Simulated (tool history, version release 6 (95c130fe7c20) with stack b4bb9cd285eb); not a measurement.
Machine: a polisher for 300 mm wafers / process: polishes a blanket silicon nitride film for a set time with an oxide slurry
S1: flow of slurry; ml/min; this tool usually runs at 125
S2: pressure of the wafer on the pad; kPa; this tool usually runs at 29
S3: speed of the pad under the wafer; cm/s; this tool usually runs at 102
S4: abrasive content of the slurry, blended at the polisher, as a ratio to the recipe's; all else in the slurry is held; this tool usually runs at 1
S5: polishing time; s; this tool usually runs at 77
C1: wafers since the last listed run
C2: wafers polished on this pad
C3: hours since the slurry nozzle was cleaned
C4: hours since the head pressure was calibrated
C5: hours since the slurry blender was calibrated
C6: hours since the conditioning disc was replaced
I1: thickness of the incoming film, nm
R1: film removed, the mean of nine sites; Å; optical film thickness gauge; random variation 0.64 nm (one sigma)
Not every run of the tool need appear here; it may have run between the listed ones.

| run | hour | S1 | S2 | S3 | S4 | S5 | C1 | C2 | C3 | C4 | C5 | C6 | I1 | R1 |
|---|---|---|---|---|---|---|---|---|---|---|---|---|---|---|
| 1 | 0 | 125 | 22.8 | 102 | 1 | 77 | 0 | 767 | 476.2 | 859.5 | 137.9 | 256.4 | 315.1 | 381 |
|  | 15 | conditioning disc replaced and pad reconditioned |
| 2 | 33.3 | 125 | 29 | 102 | 1 | 77 | 211 | 978 | 509.5 | 892.8 | 171.2 | 18.3 | 319.5 | 435 |
|  | 59.8 | worn pad replaced by a new one |
| 3 | 60.3 | 125 | 29 | 102 | 1 | 77 | 155 | 3 | 536.5 | 919.8 | 198.2 | 45.3 | 321.4 | 482 |
| 4 | 88.4 | 125 | 29 | 102 | 1 | 77 | 190 | 193 | 564.6 | 947.9 | 226.3 | 73.4 | 322.5 | 483 |
| 5 | 119.4 | 125 | 29 | 78 | 1 | 77 | 209 | 402 | 595.6 | 978.9 | 257.3 | 104.4 | 326.3 | 377 |
| 6 | 136.7 | 125 | 29 | 102 | 1 | 77 | 116 | 519 | 612.9 | 996.2 | 274.6 | 121.7 | 317 | 451 |
| 7 | 162.3 | 125 | 29 | 102 | 1 | 88 | 173 | 693 | 638.5 | 1021.8 | 300.2 | 147.3 | 314.3 | 526 |
| 8 | 195.9 | 125 | 29 | 102 | 1 | 88 | 227 | 920 | 672.1 | 1055.4 | 333.8 | 180.9 | 325.5 | 492 |
|  | 227.6 | worn pad replaced by a new one |
|  | 246.8 | head pressure recalibrated |
| 9 | 271 | 150 | 38.6 | 130 | 0.9 | 77 | 467 | 280 | 747.2 | 24.2 | 408.9 | 256 | 314.6 | 734 |

Run 10 is up next; what results do you expect?
|  | 286.9 | conditioning disc replaced and pad reconditioned |
|  | 287.9 | slurry blender recalibrated |
| 10 | 298.8 | 125 | 29 | 102 | 1 | 77 | 167 | 447 | 775 | 52 | 10.9 | 11.9 | 316 | ? |

R1: 484 Å
The same run, on a tool lacking any hidden state, would have yielded R1 511 Å.
